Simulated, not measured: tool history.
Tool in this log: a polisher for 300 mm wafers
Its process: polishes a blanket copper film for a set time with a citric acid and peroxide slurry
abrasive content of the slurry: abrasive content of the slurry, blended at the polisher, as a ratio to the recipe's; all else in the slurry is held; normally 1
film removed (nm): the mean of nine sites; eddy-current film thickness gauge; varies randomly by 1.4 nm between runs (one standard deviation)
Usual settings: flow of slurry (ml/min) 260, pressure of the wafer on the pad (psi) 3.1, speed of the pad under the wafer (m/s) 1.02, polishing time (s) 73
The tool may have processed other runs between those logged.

run    hour  flow of slurry (ml/min)  pressure of the wafer on the pad (psi)  speed of the pad under the wafer (m/s)  abrasive content of the slurry  polishing time (s)  incoming thickness of the incoming film, nm  film removed (nm)
  1       0                      220                                     3.1                                    1.02                               1                  73                                        864.1                140
        3.1  -- slurry blender recalibrated
       47.7  -- worn pad replaced by a new one
         55  -- head pressure recalibrated
  2    92.3                      220                                     3.1                                    1.02                               1                  73                                        869.7              143.7
       99.5  -- slurry nozzle cleaned
  3   160.1                      220                                     3.1                                    1.02                               1                  73                                        882.1              141.6
  4     224                      260                                     3.1                                    1.02                               1                  88                                        867.3              170.6
      248.2  -- worn pad replaced by a new one
  5   314.5                      260                                     3.1                                    1.02                               1                  73                                        875.7              139.9
      329.5  -- slurry nozzle cleaned
  6   367.6                      260                                     3.1                                    1.02                               1                  73                                        855.9              141.7
      390.2  -- slurry blender recalibrated
  7     419                      260                                     3.1                                    1.02                               1                  73                                        862.9              147.4
      496.7  -- worn pad replaced by a new one
  8   510.9                      260                                     3.1                                    1.02                               1                  73                                        882.7              143.4
      563.7  -- slurry nozzle cleaned
  9   582.3                      260                                     3.1                                    1.02                               1                  73                                        865.7              141.6
 10   653.7                      300                                     2.6                                    1.18                            0.75                  73                                        864.2              147.9
      699.6  -- worn pad replaced by a new one
 11   760.5                      260                                     3.4                                    1.18                               1                  73                                        870.9              172.7
      775.6  -- slurry nozzle cleaned
      777.9  -- slurry blender recalibrated
 12   837.6                      260                                     2.7                                    1.02                             0.8                  51                                        889.4               92.8
      843.4  -- head pressure recalibrated
 13   889.1                      260                                     2.5                                    1.02                             1.1                  73                                        883.7              131.2
 14   934.2                      220                                     3.1                                    1.02                               1                  73                                        876.8              142.8
      938.3  -- worn pad replaced by a new one
        986  -- slurry nozzle cleaned
 15  1020.6                      260                                     3.1                                    0.76                               1                  73                                        885.3              106.3
 16  1090.4                      215                                     2.7                                    1.02                               1                  73                                        856.5              129.5
     1114.9  -- slurry blender recalibrated
 17  1126.7                      260                                     3.1                                    1.02                               1                  73                                        870.9              151.4

For each run, what was the tool's unlogged condition?
removal rate lost through wear of the pad, %: 0 across all the runs
slurry flow missing at the pad, %: 0 across all the runs
deviation of the head's pressure from its setpoint, %: 0 across all the runs
H1: abrasive missing from the slurry, %
run    H1
  1  36.7
  2  20.4
  3    28
  4    32
  5  34.9
  6  35.8
  7  11.2
  8    27
  9    33
 10  36.2
 11  38.4
 12  15.6
 13  23.5
 14  28.1
 15  33.1
 16  35.1
 17  5.33
